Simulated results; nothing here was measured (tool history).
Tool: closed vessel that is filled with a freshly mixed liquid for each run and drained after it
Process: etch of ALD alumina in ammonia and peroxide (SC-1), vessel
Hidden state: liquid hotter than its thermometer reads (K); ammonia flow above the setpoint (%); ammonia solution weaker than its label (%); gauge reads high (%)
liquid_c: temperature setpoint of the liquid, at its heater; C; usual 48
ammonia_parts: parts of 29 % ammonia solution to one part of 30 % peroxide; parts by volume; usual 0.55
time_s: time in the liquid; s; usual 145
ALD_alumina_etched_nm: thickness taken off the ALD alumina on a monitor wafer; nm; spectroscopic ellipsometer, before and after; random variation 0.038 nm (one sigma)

| run | hour | liquid_c | ammonia_parts | time_s | wafers since the last listed run | hours since the thermometer was replaced | hours since the ammonia flow meter was replaced | hours since the drum of ammonia solution was connected | hours since the gauge calibration | read-back film thickness of the ALD alumina reference wafer, read on the same gauge (nm) | ALD_alumina_etched_nm |
|---|---|---|---|---|---|---|---|---|---|---|---|
| 1 | 0 | 48 | 0.55 | 145 | 0 | 365.6 | 1339.5 | 275.3 | 402.9 | 100 | 6.92 |
| 2 | 102.4 | 48 | 0.55 | 145 | 9027 | 468 | 1441.9 | 377.7 | 505.3 | 100.02 | 6.91 |
| 3 | 184.8 | 48 | 0.55 | 145 | 7264 | 550.4 | 1524.3 | 460.1 | 587.7 | 99.99 | 6.82 |
| 4 | 236.4 | 42.5 | 0.55 | 145 | 4548 | 602 | 1575.9 | 511.7 | 639.3 | 100.03 | 5.02 |
| 5 | 314.9 | 48 | 0.55 | 145 | 6920 | 680.5 | 1654.4 | 590.2 | 717.8 | 100.03 | 6.89 |
| 6 | 608.1 | 48 | 0.55 | 145 | 25847 | 973.7 | 1947.6 | 883.4 | 1011 | 99.96 | 6.88 |
| 7 | 691.6 | 48 | 0.55 | 145 | 7361 | 1057.2 | 2031.1 | 966.9 | 1094.5 | 99.96 | 6.83 |
| 8 | 730.6 | 48 | 0.55 | 145 | 3438 | 1096.2 | 2070.1 | 1005.9 | 1133.5 | 99.96 | 6.88 |
|  | 750.6 | gauge calibrated |
|  | 769.3 | new drum of ammonia solution connected |
| 9 | 769.6 | 48 | 0.35 | 115 | 3349 | 1135.2 | 2109.1 | 0.3 | 19 | 100.01 | 5.24 |
|  | 844.3 | ammonia flow meter replaced |
| 10 | 847.8 | 56.5 | 0.3 | 105 | 6805 | 1213.4 | 3.5 | 78.5 | 97.2 | 99.97 | 7.4 |
|  | 855.4 | thermometer replaced |
| 11 | 917.6 | 48 | 0.65 | 185 | 6065 | 62.2 | 73.3 | 148.3 | 167 | 99.94 | 8.91 |
| 12 | 1013.2 | 51.5 | 0.8 | 85 | 8427 | 157.8 | 168.9 | 243.9 | 262.6 | 99.99 | 5.04 |

Forecast run 13:
| 13 | 1085.4 | 56 | 0.55 | 165 | 6364 | 230 | 241.1 | 316.1 | 334.8 | ? | ? |

read-back film thickness of the ALD alumina reference wafer, read on the same gauge (nm): 100.02
ALD_alumina_etched_nm: 12.05 nm
Without the tool's hidden state the same run would have given ALD_alumina_etched_nm 12.05 nm.
